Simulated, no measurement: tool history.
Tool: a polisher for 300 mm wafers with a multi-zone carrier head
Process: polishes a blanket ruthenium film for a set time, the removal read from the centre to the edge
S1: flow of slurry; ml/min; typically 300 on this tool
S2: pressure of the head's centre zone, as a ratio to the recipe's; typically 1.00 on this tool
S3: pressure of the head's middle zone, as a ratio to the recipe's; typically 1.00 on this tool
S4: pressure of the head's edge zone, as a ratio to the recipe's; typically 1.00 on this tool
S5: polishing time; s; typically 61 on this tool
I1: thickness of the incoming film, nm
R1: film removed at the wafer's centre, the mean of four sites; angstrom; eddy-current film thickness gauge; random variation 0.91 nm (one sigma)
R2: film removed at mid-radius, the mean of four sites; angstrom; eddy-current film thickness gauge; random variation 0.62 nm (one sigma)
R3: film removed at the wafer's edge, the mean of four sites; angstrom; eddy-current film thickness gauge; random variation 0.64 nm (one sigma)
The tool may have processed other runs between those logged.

| run | hour | S1 | S2 | S3 | S4 | S5 | I1 | R1 | R2 | R3 |
|---|---|---|---|---|---|---|---|---|---|---|
| 1 | 0.0 | 300 | 1.00 | 1.00 | 1.00 | 61 | 300.1 | 556 | 553 | 553 |
|  | 20.7 | slurry nozzle cleaned |
|  | 22.5 | centre zone pressure recalibrated |
| 2 | 30.6 | 300 | 1.00 | 1.00 | 1.00 | 61 | 301.1 | 559 | 558 | 521 |
|  | 53.3 | worn pad replaced by a new one |
| 3 | 56.6 | 300 | 1.00 | 1.00 | 1.00 | 61 | 298.3 | 609 | 618 | 593 |
| 4 | 107.8 | 300 | 1.00 | 1.00 | 1.00 | 50 | 301.4 | 493 | 491 | 481 |
| 5 | 173.9 | 300 | 1.00 | 1.00 | 1.00 | 61 | 297.5 | 607 | 585 | 566 |
| 6 | 243.6 | 300 | 1.00 | 1.09 | 1.00 | 61 | 300.5 | 584 | 597 | 549 |
| 7 | 282.7 | 300 | 1.00 | 1.09 | 1.00 | 61 | 304.0 | 574 | 592 | 538 |
|  | 320.6 | worn pad replaced by a new one, of another model than before |
| 8 | 344.4 | 300 | 1.00 | 1.00 | 1.00 | 61 | 299.2 | 605 | 592 | 570 |
|  | 361.3 | carrier head's membrane replaced by a new one |
|  | 394.8 | centre zone pressure recalibrated |
| 9 | 413.6 | 300 | 1.00 | 1.00 | 1.00 | 61 | 301.7 | 606 | 583 | 579 |
|  | 464.6 | slurry nozzle cleaned |
| 10 | 480.3 | 275 | 1.00 | 1.00 | 1.00 | 49 | 299.4 | 454 | 455 | 446 |
|  | 489.7 | edge zone pressure recalibrated |
| 11 | 514.5 | 300 | 1.00 | 1.00 | 1.00 | 61 | 295.0 | 567 | 566 | 545 |
| 12 | 541.0 | 215 | 1.07 | 1.00 | 0.90 | 61 | 301.9 | 587 | 537 | 524 |
|  | 559.2 | worn pad replaced by a new one |
| 13 | 567.6 | 380 | 0.89 | 1.00 | 1.00 | 61 | 300.0 | 560 | 621 | 592 |
| 14 | 634.6 | 300 | 1.00 | 1.00 | 1.00 | 61 | 300.2 | 606 | 593 | 570 |
| 15 | 701.7 | 300 | 0.93 | 1.11 | 1.00 | 61 | 295.0 | 552 | 612 | 567 |
| 16 | 757.6 | 375 | 1.11 | 1.00 | 1.00 | 68 | 296.3 | 724 | 643 | 620 |
|  | 761.8 | worn pad replaced by a new one |
|  | 772.3 | centre zone pressure recalibrated |
| 17 | 786.6 | 235 | 1.10 | 0.91 | 1.00 | 44 | 295.4 | 472 | 408 | 409 |
|  | 794.0 | slurry nozzle cleaned |
| 18 | 857.9 | 365 | 1.00 | 1.00 | 1.00 | 61 | 299.2 | 616 | 599 | 574 |
| 19 | 903.2 | 300 | 1.00 | 1.00 | 1.00 | 61 | 301.2 | 564 | 584 | 555 |
| 20 | 930.6 | 300 | 1.00 | 1.00 | 1.00 | 61 | 294.2 | 592 | 568 | 546 |
| 21 | 958.6 | 300 | 1.00 | 1.12 | 1.00 | 61 | 300.9 | 591 | 602 | 546 |
|  | 977.3 | carrier head's membrane replaced by a new one |
|  | 993.7 | worn pad replaced by a new one |
| 22 | 999.0 | 300 | 0.96 | 1.00 | 1.00 | 44 | 301.3 | 434 | 438 | 429 |
| 23 | 1067.1 | 300 | 1.00 | 1.00 | 1.00 | 61 | 300.4 | 608 | 586 | 572 |

Selected run-to-run steps in R1, each split into two signed amounts: the part the tool would show with no hidden state at all (from settings, incoming material and random variation), and the remainder, which goes to the hidden state together with any gauge scatter not common to the measured and the hidden-state-free results:
Hidden state at play: removal rate lost through wear of the pad, %; slurry flow missing at the pad, %; deviation of the centre zone's pressure from its setpoint, %; deviation of the edge zone's pressure from its setpoint, %.
Run 2 -> 3: worn pad replaced by a new one. R1 +50 angstrom: hidden state +60, all else -10.
Run 16 -> 17: S1 375 -> 235, S2 1.11 -> 1.10, S3 1.00 -> 0.91, S5 68 -> 44, worn pad replaced by a new one, centre zone pressure recalibrated. R1 -252 angstrom: hidden state +56, all else -308.
Run 22 -> 23: S2 0.96 -> 1.00, S5 44 -> 61. R1 +174 angstrom: hidden state -16, all else +190.
